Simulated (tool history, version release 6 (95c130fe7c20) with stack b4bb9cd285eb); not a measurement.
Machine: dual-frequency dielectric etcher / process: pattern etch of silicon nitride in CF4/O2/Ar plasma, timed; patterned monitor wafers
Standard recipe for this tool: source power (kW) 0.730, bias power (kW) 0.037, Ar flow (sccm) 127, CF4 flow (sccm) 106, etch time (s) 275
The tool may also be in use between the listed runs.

run,hour,source power (kW),bias power (kW),Ar flow (sccm),CF4 flow (sccm),etch time (s),"read-back reference wafer on the same gauge, depth_nm",mean etch depth across the wafer (nm)
1,0.0,0.610,0.037,127,106,275,554.2,594.1
2,9.2,0.610,0.037,127,106,275,553.3,593.2
3,27.2,0.730,0.037,127,85,275,554.2,650.0
4,33.9,0.730,0.037,127,85,275,553.7,649.4
# hour 60.5: upper electrode replaced
# hour 69.7: wet clean of the chamber
5,70.2,0.620,0.037,127,106,275,553.5,591.9
6,70.6,0.730,0.037,127,106,275,554.0,659.8
7,71.9,0.730,0.037,127,106,275,554.1,660.2
8,85.9,0.730,0.037,127,106,258,554.2,620.5
# hour 101.9: Ar flow controller replaced
9,102.4,0.730,0.037,127,106,258,554.1,619.5
10,108.5,0.730,0.037,127,106,275,554.1,659.7
# hour 120.7: gauge calibrated
# hour 122.8: bias power generator calibrated
11,124.0,0.570,0.046,117,113,275,553.8,643.1
12,138.8,0.640,0.046,127,106,275,553.7,680.6
# hour 156.6: CF4 flow controller replaced
13,175.9,0.730,0.031,127,106,275,553.6,599.9
14,183.4,0.730,0.037,116,106,275,554.2,674.8
# hour 191.7: source power generator calibrated
15,201.4,0.730,0.037,127,122,275,553.3,674.9
16,216.8,0.560,0.037,155,83,275,553.9,516.7
17,229.1,0.730,0.037,127,106,275,554.0,661.1
18,243.9,0.730,0.037,127,131,275,553.7,684.6
19,256.3,0.730,0.037,127,98,244,554.1,582.5
20,271.2,0.730,0.037,127,106,275,554.6,667.6
21,277.6,0.650,0.037,103,97,331,554.4,759.2
22,330.7,0.730,0.037,127,124,275,554.1,683.3

What if the next run were any one of these 3? Each begins from the tool's condition after run 22:
A,331.2,0.730,0.033,127,106,275,?,?
B,331.2,0.730,0.041,127,106,303,?,?
C,331.2,0.730,0.030,136,83,318,?,?

run,"read-back reference wafer on the same gauge, depth_nm",mean etch depth across the wafer (nm)
A,554.3,625.1
B,554.3,776.8
C,554.3,646.6
With no hidden state in the tool, these same runs would have given:
run,mean etch depth across the wafer (nm)
A,617.2
B,767.0
C,638.4
